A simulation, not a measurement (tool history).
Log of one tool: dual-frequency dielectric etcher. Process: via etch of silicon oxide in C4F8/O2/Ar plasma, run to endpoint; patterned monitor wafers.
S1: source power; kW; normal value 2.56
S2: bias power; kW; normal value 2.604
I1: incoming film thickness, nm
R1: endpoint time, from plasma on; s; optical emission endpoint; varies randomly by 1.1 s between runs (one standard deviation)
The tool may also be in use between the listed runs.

run,hour,S1,S2,I1,R1
1,0,2.93,2.815,1474,231.2
2,17.6,2.93,2.815,1503.8,238.8
3,29.8,2.93,2.815,1481.4,234.9
4,39.7,2.56,2.252,1472.2,266.2
5,50,3.01,2.604,1486.1,241.7
6,66.3,3.01,2.604,1490.2,241.8
7,78.8,3.01,2.604,1483.6,238.3
# hour 104.4: bias power generator calibrated
# hour 109.1: wet clean of the chamber
8,109.6,2.3,2.604,1500.4,245.8
9,110,2.56,2.899,1495.3,227.6
10,125.3,2.56,2.899,1488.6,226.9
# hour 153.9: wet clean of the chamber, repeated, since the last time left the tool worse
11,154.4,2.56,2.604,1499.5,251.3
12,154.8,2.82,3.012,1478.7,224.3
13,158.5,1.97,2.053,1489.9,304.8
14,175.5,2.34,1.979,1492.2,286.3

The next listed run, before its measurement:
# hour 200.8: upper electrode replaced
15,201.3,2.99,3.014,1503.5,?

R1: 225.5 s
Had the tool carried no hidden state, the very same run would have given R1 224.8 s.

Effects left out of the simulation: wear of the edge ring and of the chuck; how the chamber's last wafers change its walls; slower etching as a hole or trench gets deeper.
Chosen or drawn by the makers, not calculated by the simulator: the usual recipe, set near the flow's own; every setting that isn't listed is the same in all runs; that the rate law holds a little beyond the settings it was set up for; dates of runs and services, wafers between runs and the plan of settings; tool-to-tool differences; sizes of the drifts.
